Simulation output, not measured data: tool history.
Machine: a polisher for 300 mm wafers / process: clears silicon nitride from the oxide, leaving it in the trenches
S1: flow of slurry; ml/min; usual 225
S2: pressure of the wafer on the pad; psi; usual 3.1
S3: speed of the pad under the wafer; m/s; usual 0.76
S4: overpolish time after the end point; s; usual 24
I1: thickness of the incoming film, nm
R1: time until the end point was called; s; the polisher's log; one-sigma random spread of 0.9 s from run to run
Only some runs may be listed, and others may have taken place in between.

run	hour	S1	S2	S3	S4	I1	R1
1	0.0	225	3.1	0.56	24	69.3	109.4
2	88.8	225	3.1	0.76	24	69.1	89.1
# hour 101.0: slurry nozzle cleaned
3	189.2	225	3.1	0.76	24	69.4	85.0
4	245.1	225	3.1	0.76	24	70.3	83.5
5	301.4	225	3.1	0.76	24	69.0	82.9
6	545.3	200	3.1	0.76	24	70.6	86.3
7	636.5	200	3.1	0.76	24	70.0	89.1
8	733.3	200	3.1	0.76	24	69.4	87.5
# hour 745.7: worn pad replaced by a new one
# hour 789.9: head pressure recalibrated
9	823.7	225	3.1	0.82	17	70.5	82.6
10	890.6	225	3.1	0.88	24	70.2	76.8
11	926.9	225	3.1	0.88	24	69.3	78.7
# hour 943.4: slurry nozzle cleaned
12	1007.8	225	3.1	0.88	24	70.4	73.7
13	1057.9	225	2.5	0.76	24	70.5	99.8
14	1370.7	225	3.1	1.02	24	70.1	67.1
15	1464.1	285	3.1	0.90	35	70.1	73.2
# hour 1489.6: head pressure recalibrated
16	1524.3	260	3.1	0.76	17	69.4	85.6
# hour 1563.5: worn pad replaced by a new one
17	1585.1	170	4.1	1.00	24	69.0	59.5
18	1657.0	195	3.1	0.76	24	70.1	90.5
# hour 1674.9: slurry nozzle cleaned
19	1750.7	225	2.5	0.76	33	70.5	95.7
20	1804.7	225	3.6	0.76	24	71.2	77.7
21	1849.0	180	3.1	0.68	24	69.3	93.5
22	1952.9	225	3.1	0.76	24	68.7	82.5
23	2027.7	180	3.9	0.90	14	69.9	64.4
24	2122.5	225	3.1	0.76	24	68.9	84.2
25	2176.1	225	3.1	0.76	24	70.7	85.9
# hour 2190.9: head pressure recalibrated
# hour 2207.2: worn pad replaced by a new one
26	2232.3	245	3.1	0.76	10	70.4	87.7
27	2323.7	225	3.1	0.76	24	69.9	86.8
28	2393.4	265	2.7	1.00	24	70.1	73.7
# hour 2430.0: slurry nozzle cleaned
29	2460.4	225	3.1	0.76	29	69.9	82.5
30	2563.3	225	3.1	0.76	24	69.3	83.1
31	2613.1	225	3.7	0.54	16	69.9	97.0
32	2664.3	180	3.9	0.90	14	69.9	64.3
33	2707.5	225	3.1	0.58	34	70.2	105.8
34	2755.3	225	2.6	0.76	24	70.2	97.7
35	2828.3	185	2.2	0.96	18	70.8	89.8
36	2884.6	190	3.1	0.68	30	70.9	97.4

Each row is a separate what-if for the run after 36, all from the same tool condition, not one after another. Results?
A	2885.1	225	3.1	0.76	14	69.6	?
B	2885.1	225	3.8	0.76	11	69.6	?
C	2885.1	225	3.1	0.76	37	69.6	?
D	2885.1	225	3.1	0.52	24	69.6	?

run	R1
A	85.9
B	74.6
C	85.9
D	116.1
Without the tool's unlogged condition, the same runs would have read:
run	R1
A	83.5
B	72.5
C	83.5
D	112.8
